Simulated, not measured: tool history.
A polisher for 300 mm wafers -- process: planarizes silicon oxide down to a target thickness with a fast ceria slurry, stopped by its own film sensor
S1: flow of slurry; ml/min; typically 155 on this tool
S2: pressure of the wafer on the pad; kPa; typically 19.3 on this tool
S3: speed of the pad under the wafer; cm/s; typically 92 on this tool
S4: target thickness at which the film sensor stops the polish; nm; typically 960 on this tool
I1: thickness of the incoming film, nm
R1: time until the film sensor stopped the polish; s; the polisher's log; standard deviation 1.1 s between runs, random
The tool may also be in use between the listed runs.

run	hour	S1	S2	S3	S4	I1	R1
1	0	155	19.3	92	960	2250.4	73.8
2	22.5	155	19.3	92	960	2289.5	76.9
3	37.9	155	19.3	92	960	2238.3	75.5
4	70.6	155	19.3	92	960	2283.8	79.5
# hour 78.2: worn pad replaced by a new one
5	87.1	155	17.2	92	960	2282.2	88.3
6	109.6	155	17.2	92	960	2300.9	88.5
7	125.2	155	19.3	92	960	2309.9	83.3
8	153.4	155	19.3	92	960	2256.7	79.5
# hour 182: worn pad replaced by a new one
# hour 244.6: slurry nozzle cleaned
9	245.7	155	19.3	92	960	2292.6	73.7
10	270.8	210	23.4	92	1357	2254.2	39.3
# hour 295.6: worn pad replaced by a new one
11	305.8	175	16.5	92	960	2261.1	83
12	340.5	130	19.3	92	960	2243.7	75.1
# hour 363.1: head pressure recalibrated
# hour 422.4: worn pad replaced by a new one
13	435.3	155	19.3	92	552	2280.7	101.2
14	454.4	155	19.3	92	960	2281.5	76.7
15	467.2	205	14.5	92	561	2277.1	130.2
16	492	130	26.2	62	513	2244.9	115.5
17	524.2	155	17.2	92	960	2254.4	88.1

Forecast run 18:
# hour 542.5: worn pad replaced by a new one
18	557.1	155	19.3	92	960	2252.6	?

{"run 18": {"R1": 76.2}}
Minus the tool's unlogged condition, the same run would have read R1 69.6 s.

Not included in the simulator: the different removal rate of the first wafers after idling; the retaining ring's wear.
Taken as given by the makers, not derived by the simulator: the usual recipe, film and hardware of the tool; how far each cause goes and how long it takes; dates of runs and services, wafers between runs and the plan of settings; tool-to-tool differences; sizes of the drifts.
